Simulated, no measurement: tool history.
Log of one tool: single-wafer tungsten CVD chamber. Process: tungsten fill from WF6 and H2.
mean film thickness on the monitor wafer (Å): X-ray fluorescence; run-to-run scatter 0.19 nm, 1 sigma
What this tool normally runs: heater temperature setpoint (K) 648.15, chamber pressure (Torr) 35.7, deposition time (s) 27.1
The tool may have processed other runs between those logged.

run,hour,heater temperature setpoint (K),chamber pressure (Torr),deposition time (s),wafers since the last listed run,hours since the last thermocouple change,hours since the last manometer calibration,hours since the showerhead was replaced,hours since the gauge calibration,"read-back reference wafer on the same gauge, thickness_nm",mean film thickness on the monitor wafer (Å)
1,0,648.15,35.7,27.1,0,1166,651.3,3889.5,773,45.136,523.27
2,83.5,648.15,35.7,27.1,2259,1249.5,734.8,3973,856.5,45.025,520.28
3,172.5,648.15,35.7,27.1,2407,1338.5,823.8,4062,945.5,45.1,521.66
4,231.4,648.15,35.7,27.1,1593,1397.4,882.7,4120.9,1004.4,45.111,517.09
5,338.8,648.15,35.7,27.1,2905,1504.8,990.1,4228.3,1111.8,45.065,516.76
6,408.5,648.15,35.7,27.1,1885,1574.5,1059.8,4298,1181.5,45.138,515.14
# hour 584.5: showerhead replaced
7,663,648.15,35.7,27.1,6669,1829,1314.3,78.5,1436,45.052,515.75
8,735.6,648.15,35.7,27.1,1964,1901.6,1386.9,151.1,1508.6,45.087,512.48
# hour 804.1: thermocouple changed; heater temperature recalibrated
9,804.6,648.15,35.7,27.1,1650,0.5,1455.9,220.1,1577.6,45.138,530.86
10,880.3,648.15,35.7,27.1,2048,76.2,1531.6,295.8,1653.3,45.052,526.88
11,955.6,648.15,35.7,27.1,2037,151.5,1606.9,371.1,1728.6,45.051,531.42
12,1045.9,648.15,35.7,27.1,2443,241.8,1697.2,461.4,1818.9,45.173,530.93
13,1146.3,656.15,28.5,23.7,2716,342.2,1797.6,561.8,1919.3,45.13,464.43
14,1218.9,648.15,35.7,27.1,1964,414.8,1870.2,634.4,1991.9,45.176,527.91
15,1307.3,656.15,42.5,24.6,2391,503.2,1958.6,722.8,2080.3,45.07,643.94
# hour 1361.5: gauge calibrated
16,1389.1,658.15,32.4,30.3,2213,585,2040.4,804.6,27.6,45.047,688.28
17,1483.5,648.15,35.7,27.1,2554,679.4,2134.8,899,122,45.153,522
18,1524.3,648.15,35.7,31.4,1103,720.2,2175.6,939.8,162.8,45.15,602.19
19,1629.3,656.15,29.5,25.6,2840,825.2,2280.6,1044.8,267.8,45.124,512.84
20,1679.2,656.15,35.7,27.1,1350,875.1,2330.5,1094.7,317.7,45.128,626.48
21,1724.8,648.15,31,21.8,1233,920.7,2376.1,1140.3,363.3,45.095,376.21
# hour 1766.5: capacitance manometer re-zeroed and calibrated
22,1769.6,661.15,35.7,27.1,995,965.5,3.1,1185.1,408.1,45.132,703.4
23,2046.6,648.15,35.7,27.1,7494,1242.5,280.1,1462.1,685.1,45.188,515.82
24,2092.5,661.15,29.6,28.8,1241,1288.4,326,1508,731,45.093,641.17
25,2150.8,648.15,35.7,27.1,1577,1346.7,384.3,1566.3,789.3,45.099,517.27
26,2247.4,656.15,28.5,23.7,2613,1443.3,480.9,1662.9,885.9,45.134,453.15
27,2287.8,659.15,39.4,28.6,1093,1483.7,521.3,1703.3,926.3,45.118,750.65
28,2346.8,654.15,31.7,21.9,1596,1542.7,580.3,1762.3,985.3,45.074,440.75
29,2506.6,653.15,43.4,24.2,4323,1702.5,740.1,1922.1,1145.1,45.132,588.87
30,2568,652.15,43.8,24.2,1661,1763.9,801.5,1983.5,1206.5,45.163,578.26
31,2616.7,648.15,28.5,27.1,1317,1812.6,850.2,2032.2,1255.2,45.11,430.33
# hour 2655.2: thermocouple changed; heater temperature recalibrated
32,2686.2,648.15,35.7,24.7,1663,31,919.7,2101.7,1324.7,45.148,486.74
33,2734.8,648.15,39.5,27.1,1314,79.6,968.3,2150.3,1373.3,45.069,569.36
34,2820.3,639.15,35.7,30.5,2313,165.1,1053.8,2235.8,1458.8,45.053,485.04

Alternative continuations, all from the tool just after run 34; predict every row:
A,2820.7,648.15,35.7,27.1,10,165.5,1054.2,2236.2,1459.2,?,?
B,2820.7,648.15,27.3,27.1,10,165.5,1054.2,2236.2,1459.2,?,?
C,2820.7,637.15,35.7,31.7,10,165.5,1054.2,2236.2,1459.2,?,?
D,2820.7,641.15,30.4,22.3,10,165.5,1054.2,2236.2,1459.2,?,?

run,"read-back reference wafer on the same gauge, thickness_nm",mean film thickness on the monitor wafer (Å)
A,45.052,533.43
B,45.052,431.39
C,45.052,478
D,45.052,328.1
The same runs, with their run-to-run variation unchanged, on a tool lacking any hidden condition would have given:
run,mean film thickness on the monitor wafer (Å)
A,534.31
B,432.11
C,478.84
D,328.67
